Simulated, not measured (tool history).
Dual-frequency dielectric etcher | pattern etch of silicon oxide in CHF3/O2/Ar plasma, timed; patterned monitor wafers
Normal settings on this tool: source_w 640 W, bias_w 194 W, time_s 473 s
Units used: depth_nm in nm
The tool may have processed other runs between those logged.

run	hour	source_w	bias_w	time_s	wafers since the last listed run	hours since the last wet clean	hours since the last source power generator calibration	hours since the last bias power generator calibration	hours since the last upper electrode change	hours since the gauge calibration	read-back reference wafer on the same gauge, depth_nm	depth_nm
1	0	640	194	473	0	65.4	1129.8	1258	4264	220.3	890	1049
2	63	640	194	473	132	128.4	1192.8	1321	4327	283.3	889.8	1048.7
3	97.9	640	194	504.5	73	163.3	1227.7	1355.9	4361.9	318.2	889.8	1114.2
4	122	640	194	504.5	50	187.4	1251.8	1380	4386	342.3	890.2	1117.8
5	159.9	640	194	504.5	79	225.3	1289.7	1417.9	4423.9	380.2	890.3	1115
6	192.2	640	194	473	67	257.6	1322	1450.2	4456.2	412.5	890	1045.7
# hour 198.7: gauge calibrated
7	233.6	680	194	473	86	299	1363.4	1491.6	4497.6	34.9	890.3	1067.8
8	264.8	560	194	598.5	65	330.2	1394.6	1522.8	4528.8	66.1	889.8	1270.3
# hour 356.2: source power generator calibrated
# hour 478.8: wet clean of the chamber
9	479.3	510	216	362.5	390	0.5	123.1	1737.3	4743.3	280.6	890	774.9
10	510.3	690	226	370.5	64	31.5	154.1	1768.3	4774.3	311.6	890.2	889.5
11	553	640	194	473	89	74.2	196.8	1811	4817	354.3	889.6	1053.4
# hour 579.3: upper electrode replaced
# hour 588.1: bias power generator calibrated
12	588.6	640	194	504.5	15	109.8	232.4	0.5	9.3	389.9	889	1116.6
# hour 592.5: gauge calibrated
13	649.8	800	210	542	128	171	293.6	61.7	70.5	57.3	889.9	1328.5
14	697.6	640	194	473	100	218.8	341.4	109.5	118.3	105.1	889.8	1045.3
15	769.1	730	194	578	149	290.3	412.9	181	189.8	176.6	889.7	1335.9

List, for all runs, the conditions of the tool that the log does not record:
etch rate over this chamber's usual, %: 0 across all the runs
source power that arrives over what is set, %: 0 across all the runs
bias power that arrives over what is set, %: 0 across all the runs
gauge reads high (%): 0 across all the runs

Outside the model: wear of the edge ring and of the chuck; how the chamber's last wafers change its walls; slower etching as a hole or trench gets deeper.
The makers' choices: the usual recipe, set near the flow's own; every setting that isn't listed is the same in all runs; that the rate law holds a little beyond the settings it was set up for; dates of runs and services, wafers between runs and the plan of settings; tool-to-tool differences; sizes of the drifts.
